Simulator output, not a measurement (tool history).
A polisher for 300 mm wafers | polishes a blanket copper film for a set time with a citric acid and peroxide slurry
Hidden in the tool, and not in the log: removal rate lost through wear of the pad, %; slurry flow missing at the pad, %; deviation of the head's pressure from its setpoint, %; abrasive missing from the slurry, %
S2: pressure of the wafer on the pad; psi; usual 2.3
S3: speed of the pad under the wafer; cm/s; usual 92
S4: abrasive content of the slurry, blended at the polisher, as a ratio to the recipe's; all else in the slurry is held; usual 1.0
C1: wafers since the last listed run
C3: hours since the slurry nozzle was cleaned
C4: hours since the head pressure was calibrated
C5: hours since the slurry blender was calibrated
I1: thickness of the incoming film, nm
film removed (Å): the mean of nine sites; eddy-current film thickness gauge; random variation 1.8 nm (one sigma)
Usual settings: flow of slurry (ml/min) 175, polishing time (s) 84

run 1 hour=0.0 | flow_of_slurry_(ml/min)=175 S2=2.3 S3=92 S4=1.0 polishing_time_(s)=84 | C1=0 wafers_polished_on_this_pad=373 C3=12.3 C4=615.3 C5=342.3 | I1=1183.2 | film_removed_(Å)=1195
run 2 hour=29.4 | flow_of_slurry_(ml/min)=175 S2=2.3 S3=92 S4=1.0 polishing_time_(s)=84 | C1=260 wafers_polished_on_this_pad=634 C3=41.7 C4=644.7 C5=371.7 | I1=1158.4 | film_removed_(Å)=1171
-- hour=91.2 slurry blender recalibrated
run 3 hour=96.9 | flow_of_slurry_(ml/min)=175 S2=2.3 S3=92 S4=0.8 polishing_time_(s)=84 | C1=580 wafers_polished_on_this_pad=1214 C3=109.2 C4=712.2 C5=5.7 | I1=1204.6 | film_removed_(Å)=1167
run 4 hour=147.5 | flow_of_slurry_(ml/min)=175 S2=2.3 S3=92 S4=0.8 polishing_time_(s)=84 | C1=448 wafers_polished_on_this_pad=1663 C3=159.8 C4=762.8 C5=56.3 | I1=1185.7 | film_removed_(Å)=1172
-- hour=201.5 worn pad replaced by a new one
run 5 hour=206.2 | flow_of_slurry_(ml/min)=215 S2=2.3 S3=74 S4=1.0 polishing_time_(s)=84 | C1=484 wafers_polished_on_this_pad=42 C3=218.5 C4=821.5 C5=115.0 | I1=1201.3 | film_removed_(Å)=1046
run 6 hour=237.9 | flow_of_slurry_(ml/min)=215 S2=2.3 S3=74 S4=1.0 polishing_time_(s)=84 | C1=280 wafers_polished_on_this_pad=322 C3=250.2 C4=853.2 C5=146.7 | I1=1184.3 | film_removed_(Å)=1074
run 7 hour=267.8 | flow_of_slurry_(ml/min)=215 S2=2.3 S3=74 S4=1.0 polishing_time_(s)=84 | C1=264 wafers_polished_on_this_pad=587 C3=280.1 C4=883.1 C5=176.6 | I1=1153.7 | film_removed_(Å)=1085
run 8 hour=338.8 | flow_of_slurry_(ml/min)=175 S2=2.3 S3=92 S4=1.0 polishing_time_(s)=84 | C1=629 wafers_polished_on_this_pad=1216 C3=351.1 C4=954.1 C5=247.6 | I1=1193.7 | film_removed_(Å)=1187
run 9 hour=408.3 | flow_of_slurry_(ml/min)=175 S2=2.5 S3=92 S4=1.0 polishing_time_(s)=84 | C1=615 wafers_polished_on_this_pad=1832 C3=420.6 C4=1023.6 C5=317.1 | I1=1181.3 | film_removed_(Å)=1238
run 10 hour=436.0 | flow_of_slurry_(ml/min)=175 S2=2.3 S3=92 S4=1.0 polishing_time_(s)=84 | C1=245 wafers_polished_on_this_pad=2078 C3=448.3 C4=1051.3 C5=344.8 | I1=1193.7 | film_removed_(Å)=1217
run 11 hour=480.7 | flow_of_slurry_(ml/min)=175 S2=2.3 S3=92 S4=1.0 polishing_time_(s)=84 | C1=396 wafers_polished_on_this_pad=2474 C3=493.0 C4=1096.0 C5=389.5 | I1=1190.3 | film_removed_(Å)=1150
-- hour=501.3 worn pad replaced by a new one
run 12 hour=532.7 | flow_of_slurry_(ml/min)=175 S2=2.3 S3=92 S4=1.0 polishing_time_(s)=84 | C1=425 wafers_polished_on_this_pad=278 C3=545.0 C4=1148.0 C5=441.5 | I1=1174.9 | film_removed_(Å)=1093
-- hour=539.0 slurry blender recalibrated
run 13 hour=564.8 | flow_of_slurry_(ml/min)=175 S2=2.3 S3=92 S4=1.0 polishing_time_(s)=84 | C1=266 wafers_polished_on_this_pad=545 C3=577.1 C4=1180.1 C5=25.8 | I1=1160.2 | film_removed_(Å)=1214
run 14 hour=596.7 | flow_of_slurry_(ml/min)=175 S2=2.3 S3=92 S4=1.0 polishing_time_(s)=84 | C1=282 wafers_polished_on_this_pad=827 C3=609.0 C4=1212.0 C5=57.7 | I1=1181.7 | film_removed_(Å)=1198
run 15 hour=620.8 | flow_of_slurry_(ml/min)=175 S2=2.3 S3=92 S4=0.9 polishing_time_(s)=84 | C1=213 wafers_polished_on_this_pad=1041 C3=633.1 C4=1236.1 C5=81.8 | I1=1163.4 | film_removed_(Å)=1206
-- hour=627.6 slurry nozzle cleaned
run 16 hour=687.7 | flow_of_slurry_(ml/min)=175 S2=1.8 S3=118 S4=0.7 polishing_time_(s)=96 | C1=583 wafers_polished_on_this_pad=1625 C3=60.1 C4=1303.0 C5=148.7 | I1=1166.1 | film_removed_(Å)=1239

Run 17 comes next. What will it give?
run 17 hour=713.6 | flow_of_slurry_(ml/min)=125 S2=2.3 S3=92 S4=0.9 polishing_time_(s)=84 | C1=229 wafers_polished_on_this_pad=1854 C3=86.0 C4=1328.9 C5=174.6 | I1=1167.1 | film_removed_(Å)=?

film removed (Å): 1109
Without the tool's hidden state the same run would have given film removed (Å) 1128.

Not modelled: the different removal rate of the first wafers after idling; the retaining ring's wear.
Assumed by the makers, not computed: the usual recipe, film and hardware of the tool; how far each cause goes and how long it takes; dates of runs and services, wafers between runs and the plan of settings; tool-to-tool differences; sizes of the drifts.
